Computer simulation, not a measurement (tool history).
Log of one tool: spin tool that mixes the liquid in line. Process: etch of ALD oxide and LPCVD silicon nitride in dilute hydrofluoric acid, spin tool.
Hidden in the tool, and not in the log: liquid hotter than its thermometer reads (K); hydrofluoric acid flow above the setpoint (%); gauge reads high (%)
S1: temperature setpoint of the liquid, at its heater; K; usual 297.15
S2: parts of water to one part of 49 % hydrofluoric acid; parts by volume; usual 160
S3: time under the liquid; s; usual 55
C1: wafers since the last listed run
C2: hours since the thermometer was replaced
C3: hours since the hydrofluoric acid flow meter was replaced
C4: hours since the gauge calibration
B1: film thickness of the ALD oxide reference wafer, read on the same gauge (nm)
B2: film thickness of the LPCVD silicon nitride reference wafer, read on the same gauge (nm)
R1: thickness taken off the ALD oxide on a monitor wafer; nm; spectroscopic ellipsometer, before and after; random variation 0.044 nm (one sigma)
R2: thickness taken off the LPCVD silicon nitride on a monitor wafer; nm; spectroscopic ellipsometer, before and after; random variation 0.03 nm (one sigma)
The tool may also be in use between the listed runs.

run	hour	S1	S2	S3	C1	C2	C3	C4	B1	B2	R1	R2
1	0.0	297.15	180	75	0	994.1	1844.8	543.0	150.007	119.988	6.236	0.192
# hour 1.4: thermometer replaced
2	19.9	297.15	160	55	144	18.5	1864.7	562.9	149.985	120.017	4.865	0.172
3	34.4	297.15	160	55	111	33.0	1879.2	577.4	149.993	120.006	4.928	0.101
4	59.3	297.15	160	55	190	57.9	1904.1	602.3	150.004	120.023	4.866	0.151
5	80.3	297.15	160	55	161	78.9	1925.1	623.3	149.998	120.010	4.908	0.156
6	98.3	294.65	95	55	138	96.9	1943.1	641.3	149.995	120.001	8.034	0.165
7	114.2	297.15	160	55	121	112.8	1959.0	657.2	150.024	119.985	4.913	0.174
# hour 126.5: gauge calibrated
8	128.8	301.65	120	40	111	127.4	1973.6	2.3	150.067	119.976	5.938	0.217
# hour 153.6: hydrofluoric acid flow meter replaced
9	162.5	297.15	160	70	250	161.1	8.9	36.0	149.997	120.006	6.351	0.152
10	192.7	297.15	130	55	231	191.3	39.1	66.2	149.950	120.007	6.346	0.217
11	209.1	297.15	195	55	125	207.7	55.5	82.6	150.005	119.995	3.926	0.163
12	226.8	301.65	115	90	135	225.4	73.2	100.3	150.028	120.007	14.064	0.704
13	244.8	294.65	95	55	138	243.4	91.2	118.3	149.934	119.968	8.255	0.278
14	273.4	297.15	160	55	219	272.0	119.8	146.9	149.987	120.012	4.926	0.120
15	292.4	301.65	160	55	145	291.0	138.8	165.9	150.024	119.993	5.842	0.258
16	315.4	297.15	160	55	176	314.0	161.8	188.9	149.999	119.964	5.016	0.136
17	336.8	297.15	160	55	164	335.4	183.2	210.3	150.019	119.978	5.018	0.180
18	361.0	297.15	160	55	185	359.6	207.4	234.5	150.020	120.000	5.025	0.176
19	376.6	297.15	160	35	119	375.2	223.0	250.1	150.011	120.003	3.158	0.098
20	395.7	297.15	100	40	146	394.3	242.1	269.2	149.989	120.000	6.390	0.153
21	414.9	297.15	120	55	147	413.5	261.3	288.4	150.021	119.982	7.092	0.205
22	430.5	297.15	160	55	119	429.1	276.9	304.0	150.019	119.964	5.120	0.226
23	443.1	295.15	225	80	96	441.7	289.5	316.6	150.015	119.985	4.541	0.124
24	455.8	300.15	115	30	97	454.4	302.2	329.3	149.967	119.963	4.590	0.094
25	468.3	297.15	160	85	95	466.9	314.7	341.8	150.016	120.014	7.842	0.300

Forecast each of these 5 alternatives for the next run:
A	468.7	297.15	160	55	3	467.3	315.1	342.2	?	?	?	?
B	468.7	295.65	200	30	3	467.3	315.1	342.2	?	?	?	?
C	468.7	299.15	215	70	3	467.3	315.1	342.2	?	?	?	?
D	468.7	297.15	210	55	3	467.3	315.1	342.2	?	?	?	?
E	468.7	299.65	195	70	3	467.3	315.1	342.2	?	?	?	?

run	B1	B2	R1	R2
A	150.026	120.015	5.123	0.185
B	150.026	120.015	2.022	0.074
C	150.026	120.015	4.898	0.198
D	150.026	120.015	3.689	0.141
E	150.026	120.015	5.626	0.226
Without the tool's hidden state the same runs would have given:
run	R1	R2
A	4.873	0.170
B	1.924	0.068
C	4.673	0.183
D	3.515	0.130
E	5.364	0.208

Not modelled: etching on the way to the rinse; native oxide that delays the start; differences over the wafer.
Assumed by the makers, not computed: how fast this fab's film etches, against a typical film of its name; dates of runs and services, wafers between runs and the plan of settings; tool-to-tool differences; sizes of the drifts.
